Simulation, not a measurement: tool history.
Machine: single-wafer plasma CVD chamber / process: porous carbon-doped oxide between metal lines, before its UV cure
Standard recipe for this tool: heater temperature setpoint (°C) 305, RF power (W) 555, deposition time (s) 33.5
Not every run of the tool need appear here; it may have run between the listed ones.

run,hour,heater temperature setpoint (°C),RF power (W),deposition time (s),"read-back reference wafer on the same gauge, thickness_nm",mean film thickness on the monitor wafer (Å)
1,0.0,305,555,33.5,182.909,1802.02
2,30.8,305,555,33.5,182.948,1802.21
3,94.6,305,555,33.5,182.685,1808.31
4,109.1,305,555,33.5,183.084,1797.28
5,121.7,305,505,36.0,182.895,1758.28
6,142.8,305,525,33.5,183.269,1700.00
7,159.3,305,525,33.5,182.896,1699.55
8,175.0,305,525,33.5,183.095,1705.47
9,197.8,300,555,33.5,182.965,1845.37
10,230.9,305,555,33.5,183.158,1798.04
11,251.2,305,555,33.5,182.952,1788.64
12,264.9,305,630,33.5,182.984,2017.27
13,299.8,305,630,33.5,182.867,2018.65
14,348.1,305,460,30.4,183.048,1359.69
15,415.4,305,605,35.9,182.990,2138.96
16,430.6,305,555,33.5,183.070,1834.96
17,460.6,310,505,27.2,183.151,1328.43
18,479.3,317,455,38.0,183.049,1574.09
19,512.4,293,665,39.8,183.108,2724.71
20,526.1,305,630,33.5,182.840,2075.12
21,559.7,318,555,33.5,183.134,1724.12
22,582.9,298,505,27.5,182.975,1420.64
23,616.6,305,580,28.7,182.932,1637.30
24,651.5,305,605,35.9,183.111,2121.16
25,669.0,312,500,30.2,183.033,1438.62
26,687.8,291,615,29.1,182.936,1886.67
27,707.7,305,630,29.6,183.045,1826.96
28,733.8,293,525,40.0,183.075,2177.44
29,768.7,305,580,28.7,182.942,1638.36
30,784.2,316,520,38.7,183.062,1859.45
31,805.6,297,615,37.1,182.906,2298.99
32,827.5,301,600,28.2,183.133,1695.18
33,847.5,305,555,33.5,182.802,1821.77
34,861.6,305,525,30.3,183.001,1560.86
35,887.9,299,640,33.5,182.946,2136.14

Removed from this log: 4 entries logged between the listed runs. Between which two listed runs does each belong, and how does the tool's hidden state at the listed run before it compare with that at the listed run after it?
Run 13 -> run 14: showerhead replaced (hour 318.8); RF generator calibrated (hour 320.2)
  delivered RF power above the setpoint (%): -3.17 -> -0.558
  measured minus no-state result, mean film thickness on the monitor wafer (Å): -63.68 -> -8.77
Run 16 -> run 17: thermocouple changed; heater temperature recalibrated (hour 460.1)
  delivered RF power above the setpoint (%): -0.724 -> -0.785
  measured minus no-state result, mean film thickness on the monitor wafer (Å): -12.95 -> -10.51
Run 22 -> run 23: gauge calibrated (hour 596.5)
  delivered RF power above the setpoint (%): -1.03 -> -1.1
  measured minus no-state result, mean film thickness on the monitor wafer (Å): -14.81 -> -17.56
